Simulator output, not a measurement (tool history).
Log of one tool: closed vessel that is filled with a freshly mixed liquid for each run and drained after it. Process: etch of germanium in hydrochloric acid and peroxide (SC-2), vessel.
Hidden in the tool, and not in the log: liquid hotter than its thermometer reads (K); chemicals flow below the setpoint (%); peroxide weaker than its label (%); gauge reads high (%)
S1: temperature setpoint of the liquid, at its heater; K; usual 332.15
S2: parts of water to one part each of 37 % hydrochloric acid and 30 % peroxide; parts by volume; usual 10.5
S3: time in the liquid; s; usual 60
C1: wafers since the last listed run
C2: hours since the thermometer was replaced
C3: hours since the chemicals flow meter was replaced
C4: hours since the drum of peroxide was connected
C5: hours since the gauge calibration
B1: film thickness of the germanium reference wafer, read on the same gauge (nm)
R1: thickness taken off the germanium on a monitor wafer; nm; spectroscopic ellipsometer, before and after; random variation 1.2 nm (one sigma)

run 1 day=0 | S1=332.15 S2=10.5 S3=60 | C1=0 C2=889.7 C3=287.8 C4=525.2 C5=259.5 | B1=30.01 | R1=161.7
run 2 day=1.533 | S1=324.65 S2=10.5 S3=60 | C1=4506 C2=926.5 C3=324.6 C4=562 C5=296.3 | B1=29.99 | R1=131.26
-- day=4.225 new drum of peroxide connected
run 3 day=5.375 | S1=332.15 S2=10.5 S3=60 | C1=11167 C2=1018.7 C3=416.8 C4=27.6 C5=388.5 | B1=30.02 | R1=165.52
run 4 day=8.833 | S1=332.15 S2=10.5 S3=60 | C1=10163 C2=1101.7 C3=499.8 C4=110.6 C5=471.5 | B1=30.01 | R1=166.23
-- day=10.2 gauge calibrated
run 5 day=12.896 | S1=336.65 S2=10.5 S3=35 | C1=11939 C2=1199.2 C3=597.3 C4=208.1 C5=64.7 | B1=29.99 | R1=111.23
run 6 day=17.171 | S1=336.65 S2=10.5 S3=35 | C1=12563 C2=1301.8 C3=699.9 C4=310.7 C5=167.3 | B1=30 | R1=111.23
run 7 day=21.258 | S1=336.65 S2=10.5 S3=35 | C1=12012 C2=1399.9 C3=798 C4=408.8 C5=265.4 | B1=30 | R1=111.74
run 8 day=23.196 | S1=327.65 S2=5.5 S3=60 | C1=5694 C2=1446.4 C3=844.5 C4=455.3 C5=311.9 | B1=29.99 | R1=152.91
-- day=25.517 chemicals flow meter replaced
run 9 day=25.804 | S1=339.65 S2=10.5 S3=70 | C1=7543 C2=1509 C3=6.9 C4=517.9 C5=374.5 | B1=29.98 | R1=245.22
-- day=26.296 thermometer replaced
run 10 day=27.75 | S1=335.65 S2=7 S3=60 | C1=5596 C2=34.9 C3=53.6 C4=564.6 C5=421.2 | B1=30 | R1=180.79
-- day=30.925 gauge calibrated
run 11 day=31.917 | S1=327.15 S2=12 S3=45 | C1=12245 C2=134.9 C3=153.6 C4=664.6 C5=23.8 | B1=29.97 | R1=98.69
run 12 day=33.625 | S1=332.15 S2=10.5 S3=60 | C1=5020 C2=175.9 C3=194.6 C4=705.6 C5=64.8 | B1=30.01 | R1=156.97
-- day=35.704 new drum of peroxide connected
run 13 day=37.567 | S1=327.15 S2=10.5 S3=75 | C1=11461 C2=270.5 C3=289.2 C4=44.7 C5=159.4 | B1=29.99 | R1=169.87
run 14 day=42.033 | S1=335.65 S2=7 S3=60 | C1=13127 C2=377.7 C3=396.4 C4=151.9 C5=266.6 | B1=30.01 | R1=182.19
run 15 day=46.283 | S1=327.15 S2=12 S3=45 | C1=12490 C2=479.7 C3=498.4 C4=253.9 C5=368.6 | B1=29.99 | R1=101.62

4 ways to go on from here, each from the tool as it stands after run 15. What would each give?
run A day=46.312 | S1=332.15 S2=10.5 S3=60 | C1=85 C2=480.4 C3=499.1 C4=254.6 C5=369.3 | B1=? | R1=?
run B day=46.312 | S1=332.15 S2=10.5 S3=35 | C1=85 C2=480.4 C3=499.1 C4=254.6 C5=369.3 | B1=? | R1=?
run C day=46.312 | S1=332.15 S2=10.5 S3=40 | C1=85 C2=480.4 C3=499.1 C4=254.6 C5=369.3 | B1=? | R1=?
run D day=46.312 | S1=329.15 S2=13.5 S3=60 | C1=85 C2=480.4 C3=499.1 C4=254.6 C5=369.3 | B1=? | R1=?

run=A B1=29.97 R1=157.67
run=B B1=29.97 R1=91.98
run=C B1=29.97 R1=105.12
run=D B1=29.97 R1=139.67
Without the tool's hidden state the same runs would have given:
run=A R1=153.78
run=B R1=89.7
run=C R1=102.52
run=D R1=136.2
